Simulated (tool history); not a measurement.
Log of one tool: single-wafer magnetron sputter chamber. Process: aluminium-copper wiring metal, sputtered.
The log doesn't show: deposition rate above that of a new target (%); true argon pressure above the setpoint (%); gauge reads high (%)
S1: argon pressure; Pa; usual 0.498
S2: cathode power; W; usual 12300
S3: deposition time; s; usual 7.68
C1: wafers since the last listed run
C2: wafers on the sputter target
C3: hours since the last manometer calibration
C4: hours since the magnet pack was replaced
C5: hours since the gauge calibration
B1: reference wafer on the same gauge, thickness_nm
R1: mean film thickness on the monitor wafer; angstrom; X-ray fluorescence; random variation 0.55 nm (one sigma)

| run | hour | S1 | S2 | S3 | C1 | C2 | C3 | C4 | C5 | B1 | R1 |
|---|---|---|---|---|---|---|---|---|---|---|---|
| 1 | 0.0 | 0.498 | 13750 | 7.68 | 0 | 11445 | 641.9 | 4618.2 | 842.6 | 178.806 | 1853.80 |
| 2 | 59.7 | 0.498 | 13750 | 7.68 | 3126 | 14572 | 701.6 | 4677.9 | 902.3 | 178.993 | 1860.77 |
| 3 | 130.0 | 0.498 | 13750 | 7.68 | 3681 | 18254 | 771.9 | 4748.2 | 972.6 | 178.902 | 1851.91 |
| 4 | 160.8 | 0.498 | 12300 | 7.68 | 1613 | 19867 | 802.7 | 4779.0 | 1003.4 | 178.987 | 1666.18 |
| 5 | 194.9 | 0.498 | 12300 | 7.68 | 1785 | 21653 | 836.8 | 4813.1 | 1037.5 | 179.013 | 1670.36 |
| 6 | 232.4 | 0.498 | 12300 | 7.68 | 1964 | 23617 | 874.3 | 4850.6 | 1075.0 | 178.988 | 1666.00 |
| 7 | 284.9 | 0.498 | 12300 | 7.68 | 2749 | 26367 | 926.8 | 4903.1 | 1127.5 | 178.995 | 1674.42 |
|  | 297.8 | sputter target and shields replaced |
| 8 | 424.8 | 0.498 | 12300 | 7.68 | 6908 | 6651 | 1066.7 | 5043.0 | 1267.4 | 179.196 | 1681.33 |
| 9 | 469.5 | 0.498 | 12300 | 7.68 | 2341 | 8993 | 1111.4 | 5087.7 | 1312.1 | 179.084 | 1661.07 |
| 10 | 523.7 | 0.498 | 12300 | 7.68 | 2838 | 11831 | 1165.6 | 5141.9 | 1366.3 | 179.139 | 1668.86 |
| 11 | 555.7 | 0.498 | 12300 | 7.68 | 1675 | 13507 | 1197.6 | 5173.9 | 1398.3 | 179.144 | 1669.91 |
| 12 | 629.4 | 0.498 | 12300 | 7.68 | 3860 | 17367 | 1271.3 | 5247.6 | 1472.0 | 178.842 | 1672.29 |
| 13 | 675.0 | 0.498 | 12300 | 7.68 | 2388 | 19756 | 1316.9 | 5293.2 | 1517.6 | 178.909 | 1668.29 |
| 14 | 739.8 | 0.498 | 11400 | 7.68 | 3393 | 23149 | 1381.7 | 5358.0 | 1582.4 | 179.166 | 1538.88 |
|  | 782.6 | magnet pack replaced |
|  | 800.2 | sputter target and shields replaced |
| 15 | 806.3 | 0.498 | 11200 | 8.63 | 2644 | 319 | 1448.2 | 23.7 | 1648.9 | 178.923 | 1720.00 |
|  | 856.7 | capacitance manometer re-zeroed and calibrated |
| 16 | 876.0 | 0.498 | 13750 | 7.68 | 3231 | 3550 | 19.3 | 93.4 | 1718.6 | 179.134 | 1890.27 |
| 17 | 914.5 | 0.311 | 14550 | 6.30 | 2016 | 5567 | 57.8 | 131.9 | 1757.1 | 179.124 | 1784.60 |
| 18 | 972.5 | 0.498 | 15200 | 9.16 | 3037 | 8604 | 115.8 | 189.9 | 1815.1 | 178.972 | 2513.29 |
|  | 1003.4 | gauge calibrated |
| 19 | 1024.8 | 0.439 | 12300 | 7.68 | 2739 | 11344 | 168.1 | 242.2 | 21.4 | 179.098 | 1745.43 |
| 20 | 1068.4 | 0.616 | 12300 | 6.94 | 2283 | 13627 | 211.7 | 285.8 | 65.0 | 178.919 | 1483.37 |
| 21 | 1120.7 | 0.498 | 14600 | 7.68 | 2739 | 16366 | 264.0 | 338.1 | 117.3 | 178.799 | 2021.64 |
| 22 | 1180.1 | 0.498 | 12300 | 7.68 | 3111 | 19477 | 323.4 | 397.5 | 176.7 | 179.028 | 1714.89 |

Run 23 comes next. What will it give?
|  | 1197.3 | sputter target and shields replaced |
| 23 | 1227.7 | 0.498 | 12300 | 7.68 | 2074 | 1593 | 371.0 | 445.1 | 224.3 | ? | ? |

Run 23 gave B1 178.994, R1 1717.73 angstrom.
Without the tool's hidden state the same run would have given R1 1646.27 angstrom.
